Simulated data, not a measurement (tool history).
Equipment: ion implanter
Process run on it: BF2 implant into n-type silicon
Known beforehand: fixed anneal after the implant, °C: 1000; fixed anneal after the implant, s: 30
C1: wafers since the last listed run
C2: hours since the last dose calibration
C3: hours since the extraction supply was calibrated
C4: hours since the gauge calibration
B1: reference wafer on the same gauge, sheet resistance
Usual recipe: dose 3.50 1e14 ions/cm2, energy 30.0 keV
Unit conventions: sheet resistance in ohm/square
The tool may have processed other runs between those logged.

{"run": 1, "day": 0.0, "dose": 3.5, "energy": 30.0, "C1": 0, "C2": 1680.4, "C3": 4770.0, "C4": 96.0, "B1": 351.03, "sheet resistance": 334.95}
{"run": 2, "day": 0.483, "dose": 2.9, "energy": 30.0, "C1": 299, "C2": 1692.0, "C3": 4781.6, "C4": 107.6, "B1": 351.0, "sheet resistance": 393.31}
{"run": 3, "day": 0.742, "dose": 3.5, "energy": 33.0, "C1": 160, "C2": 1698.2, "C3": 4787.8, "C4": 113.8, "B1": 351.0, "sheet resistance": 332.47}
{"run": 4, "day": 1.108, "dose": 3.5, "energy": 33.0, "C1": 227, "C2": 1707.0, "C3": 4796.6, "C4": 122.6, "B1": 350.84, "sheet resistance": 331.57}
{"run": 5, "day": 1.492, "dose": 3.5, "energy": 30.0, "C1": 237, "C2": 1716.2, "C3": 4805.8, "C4": 131.8, "B1": 350.88, "sheet resistance": 333.82}
{"run": 6, "day": 2.067, "dose": 3.13, "energy": 30.0, "C1": 356, "C2": 1730.0, "C3": 4819.6, "C4": 145.6, "B1": 351.02, "sheet resistance": 368.94}
{"run": 7, "day": 2.358, "dose": 3.5, "energy": 25.5, "C1": 181, "C2": 1737.0, "C3": 4826.6, "C4": 152.6, "B1": 351.09, "sheet resistance": 339.2}
{"run": 8, "day": 2.721, "dose": 3.5, "energy": 25.5, "C1": 224, "C2": 1745.7, "C3": 4835.3, "C4": 161.3, "B1": 351.07, "sheet resistance": 339.96}
{"run": 9, "day": 3.079, "dose": 3.05, "energy": 30.0, "C1": 222, "C2": 1754.3, "C3": 4843.9, "C4": 169.9, "B1": 350.98, "sheet resistance": 377.5}
{"run": 10, "day": 3.492, "dose": 3.05, "energy": 30.0, "C1": 255, "C2": 1764.2, "C3": 4853.8, "C4": 179.8, "B1": 350.92, "sheet resistance": 377.07}
{"run": 11, "day": 3.846, "dose": 3.05, "energy": 30.0, "C1": 219, "C2": 1772.7, "C3": 4862.3, "C4": 188.3, "B1": 351.02, "sheet resistance": 376.76}
{"day": 4.192, "done": "Faraday cup replaced and dose calibrated"}
{"run": 12, "day": 4.221, "dose": 3.5, "energy": 30.0, "C1": 25, "C2": 0.7, "C3": 4871.3, "C4": 197.3, "B1": 350.97, "sheet resistance": 326.33}
{"run": 13, "day": 4.858, "dose": 3.5, "energy": 30.0, "C1": 395, "C2": 16.0, "C3": 4886.6, "C4": 212.6, "B1": 351.04, "sheet resistance": 326.02}
{"day": 4.858, "done": "gauge calibrated"}
{"run": 14, "day": 5.117, "dose": 3.5, "energy": 30.0, "C1": 160, "C2": 22.2, "C3": 4892.8, "C4": 6.2, "B1": 350.94, "sheet resistance": 325.91}
{"run": 15, "day": 6.775, "dose": 2.84, "energy": 37.0, "C1": 1029, "C2": 62.0, "C3": 4932.6, "C4": 46.0, "B1": 350.99, "sheet resistance": 383.15}
{"run": 16, "day": 7.162, "dose": 4.04, "energy": 30.0, "C1": 240, "C2": 71.3, "C3": 4941.9, "C4": 55.3, "B1": 350.97, "sheet resistance": 288.32}
{"run": 17, "day": 7.521, "dose": 4.44, "energy": 21.0, "C1": 222, "C2": 79.9, "C3": 4950.5, "C4": 63.9, "B1": 351.04, "sheet resistance": 282.21}
{"run": 18, "day": 8.117, "dose": 3.5, "energy": 30.0, "C1": 369, "C2": 94.2, "C3": 4964.8, "C4": 78.2, "B1": 351.06, "sheet resistance": 327.46}
{"day": 8.904, "done": "extraction supply calibrated"}
{"run": 19, "day": 8.925, "dose": 3.5, "energy": 30.0, "C1": 294, "C2": 113.6, "C3": 0.5, "C4": 97.6, "B1": 351.01, "sheet resistance": 326.6}
{"run": 20, "day": 9.05, "dose": 3.5, "energy": 30.0, "C1": 77, "C2": 116.6, "C3": 3.5, "C4": 100.6, "B1": 351.05, "sheet resistance": 326.45}
{"run": 21, "day": 9.467, "dose": 2.9, "energy": 26.0, "C1": 258, "C2": 126.6, "C3": 13.5, "C4": 110.6, "B1": 351.01, "sheet resistance": 388.02}
{"run": 22, "day": 9.983, "dose": 2.49, "energy": 37.5, "C1": 320, "C2": 139.0, "C3": 25.9, "C4": 123.0, "B1": 350.9, "sheet resistance": 428.94}
{"run": 23, "day": 10.875, "dose": 3.5, "energy": 30.0, "C1": 553, "C2": 160.4, "C3": 47.3, "C4": 144.4, "B1": 350.94, "sheet resistance": 327.24}
{"run": 24, "day": 11.246, "dose": 2.69, "energy": 25.5, "C1": 230, "C2": 169.3, "C3": 56.2, "C4": 153.3, "B1": 350.95, "sheet resistance": 413.94}
{"run": 25, "day": 11.592, "dose": 4.45, "energy": 24.5, "C1": 214, "C2": 177.6, "C3": 64.5, "C4": 161.6, "B1": 351.06, "sheet resistance": 274.98}
{"run": 26, "day": 12.017, "dose": 4.44, "energy": 21.0, "C1": 263, "C2": 187.8, "C3": 74.7, "C4": 171.8, "B1": 350.96, "sheet resistance": 282.01}
{"run": 27, "day": 12.662, "dose": 4.12, "energy": 26.5, "C1": 400, "C2": 203.3, "C3": 90.2, "C4": 187.3, "B1": 351.01, "sheet resistance": 289.02}
{"run": 28, "day": 12.938, "dose": 4.44, "energy": 21.0, "C1": 170, "C2": 209.9, "C3": 96.8, "C4": 193.9, "B1": 351.06, "sheet resistance": 282.59}
{"run": 29, "day": 13.679, "dose": 3.5, "energy": 35.0, "C1": 460, "C2": 227.7, "C3": 114.6, "C4": 211.7, "B1": 351.0, "sheet resistance": 323.07}

Each row is a separate what-if for the run after 29, all from the same tool condition, not one after another. Results?
{"run": "A", "day": 13.696, "dose": 3.5, "energy": 24.5, "C1": 10, "C2": 228.1, "C3": 115.0, "C4": 212.1, "B1": "?", "sheet resistance": "?"}
{"run": "B", "day": 13.696, "dose": 3.78, "energy": 30.0, "C1": 10, "C2": 228.1, "C3": 115.0, "C4": 212.1, "B1": "?", "sheet resistance": "?"}
{"run": "C", "day": 13.696, "dose": 2.72, "energy": 21.5, "C1": 10, "C2": 228.1, "C3": 115.0, "C4": 212.1, "B1": "?", "sheet resistance": "?"}
{"run": "D", "day": 13.696, "dose": 3.2, "energy": 27.0, "C1": 10, "C2": 228.1, "C3": 115.0, "C4": 212.1, "B1": "?", "sheet resistance": "?"}

run=A B1=351.05 sheet_resistance=332.69
run=B B1=351.05 sheet_resistance=305.76
run=C B1=351.05 sheet_resistance=415.19
run=D B1=351.05 sheet_resistance=355.57
Take away the tool's hidden state, keep each run's random variation, and the runs would have read:
run=A sheet_resistance=330.77
run=B sheet_resistance=303.94
run=C sheet_resistance=412.76
run=D sheet_resistance=353.47
